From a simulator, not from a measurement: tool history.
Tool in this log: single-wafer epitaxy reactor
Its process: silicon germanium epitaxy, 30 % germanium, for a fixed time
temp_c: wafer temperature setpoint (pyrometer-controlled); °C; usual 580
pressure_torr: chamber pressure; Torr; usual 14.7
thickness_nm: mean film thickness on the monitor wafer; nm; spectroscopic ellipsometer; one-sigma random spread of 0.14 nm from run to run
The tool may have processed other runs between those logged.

run,hour,temp_c,pressure_torr,wafers since the last listed run,hours since the last pyrometer calibration,hours since the last manometer calibration,hours since the showerhead was replaced,hours since the gauge calibration,"read-back reference wafer on the same gauge, thickness_nm",thickness_nm
1,0.0,580,14.7,0,1251.3,2455.2,4988.8,169.6,46.882,40.245
2,10.3,580,14.7,174,1261.6,2465.5,4999.1,179.9,46.957,40.084
3,28.2,580,14.7,304,1279.5,2483.4,5017.0,197.8,46.897,40.162
4,38.0,580,14.7,166,1289.3,2493.2,5026.8,207.6,46.936,39.885
5,79.4,591,13.3,703,1330.7,2534.6,5068.2,249.0,46.879,47.262
6,96.1,570,14.7,283,1347.4,2551.3,5084.9,265.7,46.894,33.681
7,109.0,570,14.7,219,1360.3,2564.2,5097.8,278.6,46.844,33.632
# hour 120.7: showerhead replaced
8,121.4,570,14.7,74,1372.7,2576.6,0.7,291.0,46.950,33.978
9,127.7,580,14.7,107,1379.0,2582.9,7.0,297.3,46.912,40.283
10,135.1,580,14.7,125,1386.4,2590.3,14.4,304.7,46.881,40.332
11,141.5,580,14.7,108,1392.8,2596.7,20.8,311.1,46.849,40.059
12,156.3,580,14.7,251,1407.6,2611.5,35.6,325.9,46.897,40.280
13,164.2,580,14.7,134,1415.5,2619.4,43.5,333.8,46.899,40.291
14,171.3,580,14.7,120,1422.6,2626.5,50.6,340.9,46.835,40.088
15,181.8,580,14.7,178,1433.1,2637.0,61.1,351.4,46.876,40.218
# hour 190.2: capacitance manometer re-zeroed and calibrated
16,192.5,566,11.9,45,1443.8,2.3,71.8,362.1,46.922,30.045
17,203.6,568,17.0,188,1454.9,13.4,82.9,373.2,46.883,33.653
18,218.1,592,16.0,246,1469.4,27.9,97.4,387.7,46.866,50.330
19,234.9,573,18.2,285,1486.2,44.7,114.2,404.5,46.871,37.465
20,241.1,573,12.0,105,1492.4,50.9,120.4,410.7,46.930,34.024
21,251.7,591,12.6,180,1503.0,61.5,131.0,421.3,46.878,46.605
# hour 266.5: gauge calibrated
22,268.0,590,18.1,276,1519.3,77.8,147.3,1.5,46.961,49.696
23,279.3,584,17.3,191,1530.6,89.1,158.6,12.8,46.955,44.525
# hour 294.6: pyrometer calibrated
24,295.7,580,14.7,142,1.1,105.5,175.0,29.2,46.825,40.067
25,310.0,591,16.7,242,15.4,119.8,189.3,43.5,46.889,49.684
26,321.0,580,14.7,186,26.4,130.8,200.3,54.5,46.985,40.263
27,329.1,590,12.4,137,34.5,138.9,208.4,62.6,46.917,45.535
28,342.8,576,11.3,232,48.2,152.6,222.1,76.3,46.918,35.546
29,355.0,580,14.7,207,60.4,164.8,234.3,88.5,46.866,40.175
30,372.8,589,17.8,302,78.2,182.6,252.1,106.3,46.949,49.016

Hidden state, per run?
wafer temperature above the value expected at the setpoint (K): 0, the same for each run
true pressure above the setpoint (%): 0, the same for each run
gauge reads high (%): 0, the same for each run
